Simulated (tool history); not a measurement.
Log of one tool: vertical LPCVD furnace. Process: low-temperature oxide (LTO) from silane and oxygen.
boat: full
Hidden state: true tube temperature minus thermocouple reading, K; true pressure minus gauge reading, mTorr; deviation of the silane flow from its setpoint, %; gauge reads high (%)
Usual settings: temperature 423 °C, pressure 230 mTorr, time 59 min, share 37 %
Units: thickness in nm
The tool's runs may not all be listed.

run	hour	temperature	pressure	time	share	wafers since the last listed run	hours since the last temperature calibration	hours since the pressure gauge was zeroed	hours since the silane flow controller was replaced	hours since the gauge calibration	read-back reference wafer on the same gauge, thickness	thickness
1	0.0	423	230	69	37	0	4220.1	3979.0	4851.8	452.8	762.03	771.96
2	16.6	423	275	59	42	174	4236.7	3995.6	4868.4	469.4	761.74	919.52
3	52.5	423	230	59	37	377	4272.6	4031.5	4904.3	505.3	761.71	657.65
4	83.4	423	230	59	37	324	4303.5	4062.4	4935.2	536.2	762.40	661.12
5	115.8	423	230	59	37	340	4335.9	4094.8	4967.6	568.6	762.19	659.17
6	150.5	423	230	59	37	364	4370.6	4129.5	5002.3	603.3	762.19	655.97
7	176.9	423	230	59	37	277	4397.0	4155.9	5028.7	629.7	762.60	654.52
8	207.6	423	230	59	37	322	4427.7	4186.6	5059.4	660.4	762.10	653.81
9	230.9	416	230	59	37	244	4451.0	4209.9	5082.7	683.7	761.98	610.94
10	262.6	430	230	59	37	333	4482.7	4241.6	5114.4	715.4	761.46	706.05
11	275.3	423	200	59	37	133	4495.4	4254.3	5127.1	728.1	762.11	565.98
12	305.8	423	200	59	37	320	4525.9	4284.8	5157.6	758.6	761.81	565.17
# hour 319.7: gauge calibrated
13	327.8	423	200	59	37	231	4547.9	4306.8	5179.6	8.1	762.07	562.58
14	352.8	431	205	43	30	262	4572.9	4331.8	5204.6	33.1	761.47	348.15
15	365.0	423	230	59	44	128	4585.1	4344.0	5216.8	45.3	762.17	793.52
16	385.9	423	230	50	37	219	4606.0	4364.9	5237.7	66.2	761.73	553.94

Forecast run 17:
17	416.5	423	230	59	37	321	4636.6	4395.5	5268.3	96.8	?	?

{"run 17": {"read-back reference wafer on the same gauge, thickness": 762.14, "thickness": 653.01}}
Without the tool's hidden state the same run would have given thickness 692.64 nm.
